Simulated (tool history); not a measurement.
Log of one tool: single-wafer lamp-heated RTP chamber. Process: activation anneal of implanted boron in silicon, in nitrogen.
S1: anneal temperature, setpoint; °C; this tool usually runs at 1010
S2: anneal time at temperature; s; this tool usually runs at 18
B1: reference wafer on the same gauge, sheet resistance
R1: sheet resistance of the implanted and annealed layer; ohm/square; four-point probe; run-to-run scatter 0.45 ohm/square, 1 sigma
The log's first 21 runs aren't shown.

run 22 hour=1784.7 | S1=981 S2=18 | B1=171.05 | R1=217.23
-- hour=1833.7 reflector plate cleaned
run 23 hour=1849.6 | S1=1039 S2=23 | B1=171.05 | R1=198.42
run 24 hour=1936 | S1=1029 S2=23 | B1=171.09 | R1=199.5
-- hour=2013.1 gauge calibrated
run 25 hour=2216.2 | S1=1039 S2=22 | B1=170.98 | R1=198.84
-- hour=2230.3 pyrometer window cleaned and pyrometer calibrated
run 26 hour=2313.2 | S1=993 S2=18 | B1=171.11 | R1=210.38
run 27 hour=2378.8 | S1=985 S2=13 | B1=170.98 | R1=216.52
-- hour=2393.2 reflector plate cleaned
run 28 hour=2482.8 | S1=1010 S2=18 | B1=171.02 | R1=204.65
run 29 hour=2553.2 | S1=1028 S2=23 | B1=170.96 | R1=199.23
run 30 hour=2592.2 | S1=983 S2=13 | B1=171.05 | R1=218.13
run 31 hour=2652.4 | S1=1010 S2=13 | B1=171 | R1=205.8
run 32 hour=2703.5 | S1=1010 S2=18 | B1=171.03 | R1=203.49
run 33 hour=2775.9 | S1=1010 S2=18 | B1=170.85 | R1=204.57
run 34 hour=2858.4 | S1=1010 S2=11 | B1=171.15 | R1=205.86
-- hour=2889.2 pyrometer window cleaned and pyrometer calibrated
run 35 hour=2961.5 | S1=1010 S2=27 | B1=170.95 | R1=202.47
-- hour=3067.1 reflector plate cleaned
run 36 hour=3067.6 | S1=1010 S2=18 | B1=171.01 | R1=203.53

What if the next run were any one of these 4? Each begins from the tool's condition after run 36:
run A hour=3068 | S1=1010 S2=25 | B1=? | R1=?
run B hour=3068 | S1=1032 S2=18 | B1=? | R1=?
run C hour=3068 | S1=982 S2=15 | B1=? | R1=?
run D hour=3068 | S1=1010 S2=28 | B1=? | R1=?

run=A B1=171.01 R1=202.97
run=B B1=171.01 R1=200.43
run=C B1=171.01 R1=218
run=D B1=171.01 R1=202.53
What these runs would have given with no unlogged condition in the tool:
run=A R1=202.97
run=B R1=200.43
run=C R1=218
run=D R1=202.53
